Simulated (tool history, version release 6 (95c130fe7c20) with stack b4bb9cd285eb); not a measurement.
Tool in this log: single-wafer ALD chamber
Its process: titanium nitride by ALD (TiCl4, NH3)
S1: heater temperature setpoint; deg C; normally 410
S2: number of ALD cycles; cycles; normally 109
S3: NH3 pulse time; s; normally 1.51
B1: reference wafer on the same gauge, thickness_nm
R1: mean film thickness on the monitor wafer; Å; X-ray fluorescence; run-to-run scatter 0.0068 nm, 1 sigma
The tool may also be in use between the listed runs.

| run | day | S1 | S2 | S3 | B1 | R1 |
|---|---|---|---|---|---|---|
| 1 | 0 | 410 | 109 | 1.51 | 1.908 | 21.33 |
| 2 | 0.55 | 410 | 109 | 1.51 | 1.905 | 21.25 |
| 3 | 1.892 | 410 | 109 | 1.51 | 1.902 | 21.22 |
| 4 | 2.996 | 410 | 109 | 1.51 | 1.898 | 21.46 |
| 5 | 4.238 | 410 | 109 | 1.51 | 1.897 | 21.17 |
| 6 | 5.292 | 410 | 109 | 1.51 | 1.895 | 21.26 |
|  | 5.579 | gauge calibrated |
| 7 | 6.212 | 410 | 109 | 1.51 | 1.918 | 21.51 |
|  | 7.208 | thermocouple changed; heater temperature recalibrated |
| 8 | 7.538 | 397 | 109 | 1.51 | 1.917 | 21.18 |
| 9 | 8.688 | 397 | 96 | 1.67 | 1.915 | 18.68 |
|  | 10.033 | showerhead replaced |
| 10 | 10.054 | 410 | 109 | 1.51 | 1.912 | 21.47 |
| 11 | 13.092 | 410 | 109 | 1.51 | 1.906 | 21.29 |
| 12 | 13.633 | 420 | 99 | 1.88 | 1.906 | 19.53 |
| 13 | 14.312 | 399 | 117 | 1.11 | 1.904 | 22.42 |
| 14 | 15.8 | 410 | 109 | 1.51 | 1.9 | 21.26 |
| 15 | 16.433 | 421 | 126 | 1.16 | 1.899 | 24.56 |

3 options for the next run, each taken on its own from the tool as it stands now. Forecast them:
| A | 16.458 | 410 | 122 | 1.51 | ? | ? |
| B | 16.458 | 406 | 125 | 1.69 | ? | ? |
| C | 16.458 | 410 | 89 | 1.51 | ? | ? |

| run | B1 | R1 |
|---|---|---|
| A | 1.901 | 23.94 |
| B | 1.901 | 24.55 |
| C | 1.901 | 17.46 |
Take away the tool's hidden state, keep each run's random variation, and the runs would have read:
| run | R1 |
|---|---|
| A | 24.19 |
| B | 24.81 |
| C | 17.65 |

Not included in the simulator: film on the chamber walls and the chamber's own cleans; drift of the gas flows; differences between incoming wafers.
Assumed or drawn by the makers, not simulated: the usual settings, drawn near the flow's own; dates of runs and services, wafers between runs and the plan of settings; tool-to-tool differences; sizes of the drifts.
